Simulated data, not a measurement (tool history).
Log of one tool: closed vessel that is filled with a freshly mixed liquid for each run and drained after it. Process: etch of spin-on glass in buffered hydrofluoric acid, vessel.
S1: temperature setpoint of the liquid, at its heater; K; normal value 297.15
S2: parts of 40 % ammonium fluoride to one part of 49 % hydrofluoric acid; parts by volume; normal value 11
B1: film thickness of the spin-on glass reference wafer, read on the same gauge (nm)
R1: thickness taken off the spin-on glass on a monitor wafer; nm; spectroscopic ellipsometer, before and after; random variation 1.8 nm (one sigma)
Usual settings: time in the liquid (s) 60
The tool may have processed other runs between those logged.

{"run": 1, "hour": 0.0, "S1": 297.15, "S2": 11, "time in the liquid (s)": 60, "B1": 140.01, "R1": 275.54}
{"run": 2, "hour": 30.7, "S1": 297.15, "S2": 11, "time in the liquid (s)": 60, "B1": 140.01, "R1": 277.47}
{"run": 3, "hour": 121.5, "S1": 297.15, "S2": 11, "time in the liquid (s)": 60, "B1": 140.01, "R1": 277.02}
{"run": 4, "hour": 154.0, "S1": 297.15, "S2": 11, "time in the liquid (s)": 60, "B1": 140.02, "R1": 272.72}
{"hour": 160.5, "done": "thermometer replaced"}
{"run": 5, "hour": 176.7, "S1": 297.15, "S2": 11, "time in the liquid (s)": 60, "B1": 140, "R1": 329.35}
{"run": 6, "hour": 212.4, "S1": 297.15, "S2": 11, "time in the liquid (s)": 60, "B1": 139.99, "R1": 327.73}
{"run": 7, "hour": 244.7, "S1": 297.15, "S2": 11, "time in the liquid (s)": 60, "B1": 140.02, "R1": 328.53}
{"run": 8, "hour": 259.4, "S1": 297.15, "S2": 11, "time in the liquid (s)": 60, "B1": 140.01, "R1": 328.18}
{"run": 9, "hour": 287.0, "S1": 297.15, "S2": 11, "time in the liquid (s)": 60, "B1": 140.01, "R1": 331.65}
{"run": 10, "hour": 316.7, "S1": 293.65, "S2": 11, "time in the liquid (s)": 50, "B1": 140.02, "R1": 224.36}
{"run": 11, "hour": 351.6, "S1": 297.15, "S2": 11, "time in the liquid (s)": 60, "B1": 139.99, "R1": 325.84}
{"hour": 354.8, "done": "hydrofluoric acid flow meter replaced"}
{"run": 12, "hour": 368.8, "S1": 301.15, "S2": 12.5, "time in the liquid (s)": 80, "B1": 139.99, "R1": 433.89}
{"hour": 370.5, "done": "gauge calibrated"}
{"run": 13, "hour": 402.8, "S1": 301.15, "S2": 7, "time in the liquid (s)": 85, "B1": 139.99, "R1": 802.64}
{"run": 14, "hour": 418.2, "S1": 297.15, "S2": 13.5, "time in the liquid (s)": 60, "B1": 140, "R1": 241.94}

Expected results for the next run?
{"run": 15, "hour": 436.5, "S1": 297.15, "S2": 11, "time in the liquid (s)": 90, "B1": "?", "R1": "?"}

{"run 15": {"B1": 140.01, "R1": 449.53}}
With no hidden state in the tool, this same run would have given R1 455.14 nm.
